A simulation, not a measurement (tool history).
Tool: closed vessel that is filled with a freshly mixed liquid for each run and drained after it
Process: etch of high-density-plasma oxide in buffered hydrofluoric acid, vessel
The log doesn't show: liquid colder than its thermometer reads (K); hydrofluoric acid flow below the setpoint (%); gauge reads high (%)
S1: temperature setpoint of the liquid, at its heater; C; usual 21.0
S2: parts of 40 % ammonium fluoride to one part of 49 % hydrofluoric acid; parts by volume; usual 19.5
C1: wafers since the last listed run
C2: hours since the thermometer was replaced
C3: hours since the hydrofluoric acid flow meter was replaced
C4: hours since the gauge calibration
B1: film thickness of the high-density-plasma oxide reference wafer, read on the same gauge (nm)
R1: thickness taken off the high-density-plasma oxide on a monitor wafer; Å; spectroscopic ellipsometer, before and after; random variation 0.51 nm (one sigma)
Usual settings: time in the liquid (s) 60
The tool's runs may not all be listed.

{"run": 1, "hour": 0.0, "S1": 21.0, "S2": 19.5, "time in the liquid (s)": 60, "C1": 0, "C2": 994.8, "C3": 1588.7, "C4": 587.0, "B1": 79.97, "R1": 687.5}
{"run": 2, "hour": 61.3, "S1": 21.0, "S2": 19.5, "time in the liquid (s)": 60, "C1": 5945, "C2": 1056.1, "C3": 1650.0, "C4": 648.3, "B1": 79.99, "R1": 668.5}
{"run": 3, "hour": 135.1, "S1": 21.0, "S2": 19.5, "time in the liquid (s)": 60, "C1": 7157, "C2": 1129.9, "C3": 1723.8, "C4": 722.1, "B1": 79.99, "R1": 677.0}
{"run": 4, "hour": 186.9, "S1": 21.0, "S2": 19.5, "time in the liquid (s)": 60, "C1": 5024, "C2": 1181.7, "C3": 1775.6, "C4": 773.9, "B1": 80.02, "R1": 679.8}
{"run": 5, "hour": 371.7, "S1": 21.0, "S2": 19.5, "time in the liquid (s)": 60, "C1": 17923, "C2": 1366.5, "C3": 1960.4, "C4": 958.7, "B1": 80.02, "R1": 670.0}
{"run": 6, "hour": 454.6, "S1": 21.0, "S2": 19.5, "time in the liquid (s)": 60, "C1": 8040, "C2": 1449.4, "C3": 2043.3, "C4": 1041.6, "B1": 79.99, "R1": 664.1}
{"run": 7, "hour": 557.7, "S1": 21.0, "S2": 19.5, "time in the liquid (s)": 60, "C1": 9999, "C2": 1552.5, "C3": 2146.4, "C4": 1144.7, "B1": 80.02, "R1": 666.8}
{"run": 8, "hour": 615.1, "S1": 21.0, "S2": 19.5, "time in the liquid (s)": 60, "C1": 5567, "C2": 1609.9, "C3": 2203.8, "C4": 1202.1, "B1": 80.02, "R1": 665.9}
{"run": 9, "hour": 704.7, "S1": 21.0, "S2": 19.5, "time in the liquid (s)": 60, "C1": 8690, "C2": 1699.5, "C3": 2293.4, "C4": 1291.7, "B1": 79.99, "R1": 655.7}
{"hour": 734.3, "done": "thermometer replaced"}
{"run": 10, "hour": 796.4, "S1": 21.0, "S2": 19.5, "time in the liquid (s)": 60, "C1": 8797, "C2": 62.1, "C3": 2385.1, "C4": 1383.4, "B1": 80.02, "R1": 662.4}
{"run": 11, "hour": 834.8, "S1": 21.0, "S2": 19.5, "time in the liquid (s)": 60, "C1": 3724, "C2": 100.5, "C3": 2423.5, "C4": 1421.8, "B1": 80.0, "R1": 658.8}
{"run": 12, "hour": 914.2, "S1": 17.0, "S2": 25.5, "time in the liquid (s)": 60, "C1": 7701, "C2": 179.9, "C3": 2502.9, "C4": 1501.2, "B1": 80.04, "R1": 436.5}
{"run": 13, "hour": 968.7, "S1": 21.0, "S2": 19.5, "time in the liquid (s)": 60, "C1": 5286, "C2": 234.4, "C3": 2557.4, "C4": 1555.7, "B1": 80.0, "R1": 656.3}
{"hour": 1049.0, "done": "hydrofluoric acid flow meter replaced"}
{"run": 14, "hour": 1062.7, "S1": 17.0, "S2": 22.5, "time in the liquid (s)": 30, "C1": 9020, "C2": 328.4, "C3": 13.7, "C4": 1649.7, "B1": 79.96, "R1": 255.7}
{"run": 15, "hour": 1152.4, "S1": 23.0, "S2": 16.5, "time in the liquid (s)": 60, "C1": 8700, "C2": 418.1, "C3": 103.4, "C4": 1739.4, "B1": 80.0, "R1": 931.5}
{"hour": 1179.0, "done": "gauge calibrated"}
{"run": 16, "hour": 1230.2, "S1": 21.0, "S2": 13.5, "time in the liquid (s)": 75, "C1": 7545, "C2": 495.9, "C3": 181.2, "C4": 51.2, "B1": 79.97, "R1": 1272.6}
{"run": 17, "hour": 1268.0, "S1": 24.0, "S2": 26.5, "time in the liquid (s)": 75, "C1": 3666, "C2": 533.7, "C3": 219.0, "C4": 89.0, "B1": 80.01, "R1": 849.1}
{"run": 18, "hour": 1336.5, "S1": 23.0, "S2": 19.5, "time in the liquid (s)": 60, "C1": 6643, "C2": 602.2, "C3": 287.5, "C4": 157.5, "B1": 79.99, "R1": 797.3}
{"run": 19, "hour": 1414.3, "S1": 21.0, "S2": 19.5, "time in the liquid (s)": 60, "C1": 7545, "C2": 680.0, "C3": 365.3, "C4": 235.3, "B1": 80.03, "R1": 704.8}
{"run": 20, "hour": 1451.8, "S1": 21.0, "S2": 24.0, "time in the liquid (s)": 60, "C1": 3637, "C2": 717.5, "C3": 402.8, "C4": 272.8, "B1": 79.98, "R1": 607.5}
{"run": 21, "hour": 1516.2, "S1": 21.0, "S2": 19.5, "time in the liquid (s)": 60, "C1": 6246, "C2": 781.9, "C3": 467.2, "C4": 337.2, "B1": 80.0, "R1": 705.7}
{"run": 22, "hour": 1611.8, "S1": 25.0, "S2": 14.5, "time in the liquid (s)": 90, "C1": 9272, "C2": 877.5, "C3": 562.8, "C4": 432.8, "B1": 80.03, "R1": 1770.7}
{"run": 23, "hour": 1666.3, "S1": 21.0, "S2": 19.5, "time in the liquid (s)": 60, "C1": 5286, "C2": 932.0, "C3": 617.3, "C4": 487.3, "B1": 80.05, "R1": 692.1}
{"run": 24, "hour": 1718.4, "S1": 22.5, "S2": 26.5, "time in the liquid (s)": 40, "C1": 5053, "C2": 984.1, "C3": 669.4, "C4": 539.4, "B1": 80.0, "R1": 413.0}
{"run": 25, "hour": 1777.4, "S1": 21.0, "S2": 19.5, "time in the liquid (s)": 60, "C1": 5722, "C2": 1043.1, "C3": 728.4, "C4": 598.4, "B1": 79.99, "R1": 696.3}
{"run": 26, "hour": 1851.6, "S1": 24.5, "S2": 14.0, "time in the liquid (s)": 30, "C1": 7196, "C2": 1117.3, "C3": 802.6, "C4": 672.6, "B1": 79.99, "R1": 585.7}
{"run": 27, "hour": 1914.7, "S1": 17.0, "S2": 22.0, "time in the liquid (s)": 60, "C1": 6120, "C2": 1180.4, "C3": 865.7, "C4": 735.7, "B1": 79.98, "R1": 511.7}
{"run": 28, "hour": 2022.0, "S1": 25.5, "S2": 19.5, "time in the liquid (s)": 60, "C1": 10407, "C2": 1287.7, "C3": 973.0, "C4": 843.0, "B1": 80.02, "R1": 896.2}
{"run": 29, "hour": 2089.1, "S1": 19.0, "S2": 24.0, "time in the liquid (s)": 40, "C1": 6508, "C2": 1354.8, "C3": 1040.1, "C4": 910.1, "B1": 79.99, "R1": 357.9}
{"run": 30, "hour": 2160.1, "S1": 23.5, "S2": 22.0, "time in the liquid (s)": 35, "C1": 6886, "C2": 1425.8, "C3": 1111.1, "C4": 981.1, "B1": 80.0, "R1": 425.6}

The same runs without the tool's hidden state, with the same run-to-run variation:
run=1 R1=731.9
run=2 R1=713.0
run=3 R1=723.7
run=4 R1=727.8
run=5 R1=721.3
run=6 R1=716.7
run=7 R1=721.9
run=8 R1=722.2
run=9 R1=713.1
run=10 R1=722.4
run=11 R1=719.4
run=12 R1=474.4
run=13 R1=719.6
run=14 R1=256.9
run=15 R1=941.0
run=16 R1=1289.6
run=17 R1=858.0
run=18 R1=811.4
run=19 R1=719.6
run=20 R1=617.0
run=21 R1=723.4
run=22 R1=1821.9
run=23 R1=712.6
run=24 R1=422.6
run=25 R1=719.1
run=26 R1=608.4
run=27 R1=526.6
run=28 R1=932.0
run=29 R1=370.1
run=30 R1=441.0
